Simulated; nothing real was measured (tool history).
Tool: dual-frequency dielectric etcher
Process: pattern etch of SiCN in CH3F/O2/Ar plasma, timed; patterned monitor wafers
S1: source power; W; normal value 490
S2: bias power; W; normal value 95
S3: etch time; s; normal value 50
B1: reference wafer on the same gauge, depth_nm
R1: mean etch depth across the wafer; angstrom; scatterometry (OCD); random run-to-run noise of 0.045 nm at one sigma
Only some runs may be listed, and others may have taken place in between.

run,hour,S1,S2,S3,B1,R1
1,0,490,108,50,22.2,211.3
2,27.4,490,108,50,22.2,210.4
3,76.7,490,108,50,22.21,211.1
4,124.8,490,95,50,22.18,203.9
5,163.5,490,95,50,22.19,203.4
# hour 207.6: wet clean of the chamber
6,222.8,490,95,50,22.19,203.6
7,277.2,490,95,50,22.21,204.7
8,355.8,490,95,50,22.21,204.5
9,412.7,490,95,50,22.19,204.1
10,444.3,490,81,50,22.19,195.8
# hour 503.5: upper electrode replaced
11,544.8,490,81,50,22.22,196.8
# hour 617.9: wet clean of the chamber
12,618.4,490,81,50,22.2,196
13,624.5,530,95,50,22.22,211.1
14,648.6,530,95,50,22.21,211.4
15,694.6,490,95,50,22.21,203.8
16,747.9,550,95,50,22.19,215.4
17,778.4,580,72,50,22.19,207
# hour 818.6: gauge calibrated
# hour 835.9: source power generator calibrated
18,838.1,490,95,60,22.22,247.1
19,881.2,490,95,50,22.19,205.9
20,919.2,490,95,50,22.21,207.1
# hour 966.4: wet clean of the chamber
21,966.9,490,95,61.5,22.2,254.4
# hour 984.8: bias power generator calibrated
22,1021.2,490,88,50,22.21,203.3
23,1075,420,81,46,22.21,170.9
# hour 1103: source power generator calibrated, repeated, since the last time left the tool worse
24,1115.6,490,95,50,22.21,201.3
25,1178.4,410,95,45,22.2,166.7
26,1235.5,610,76,61.5,22.22,260.4
27,1265.1,410,88,40.5,22.19,148
28,1292.2,540,95,63.5,22.21,268.3
29,1353.8,530,102,55.5,22.18,236.8
# hour 1384.8: wet clean of the chamber
30,1402.1,390,89,58,22.2,207.3

Pick out some run-to-run changes in R1. Of each, how much would a tool without hidden state show as well, from the settings, what came in and chance, and how much is left for the hidden state and any gauge scatter not in both results compared?
Hidden state present: etch rate over this chamber's usual, %; source power that arrives over what is set, %; bias power that arrives over what is set, %; gauge reads high (%).
Run 17 -> 18: S1 580 -> 490, S2 72 -> 95, S3 50 -> 60, gauge calibrated, source power generator calibrated. R1 +40.1 angstrom: hidden state +3.1, all else +37.
Run 20 -> 21: S3 50 -> 61.5, wet clean of the chamber. R1 +47.3 angstrom: hidden state +1.4, all else +45.9.
Run 23 -> 24: S1 420 -> 490, S2 81 -> 95, S3 46 -> 50, source power generator calibrated, repeated, since the last time left the tool worse. R1 +30.4 angstrom: hidden state -4.6, all else +35.
Run 25 -> 26: S1 410 -> 610, S2 95 -> 76, S3 45 -> 61.5. R1 +93.7 angstrom: hidden state +0.4, all else +93.3.
Run 26 -> 27: S1 610 -> 410, S2 76 -> 88, S3 61.5 -> 40.5. R1 -112.4 angstrom: hidden state -0.2, all else -112.2.
Run 27 -> 28: S1 410 -> 540, S2 88 -> 95, S3 40.5 -> 63.5. R1 +120.3 angstrom: hidden state +0.5, all else +119.8.
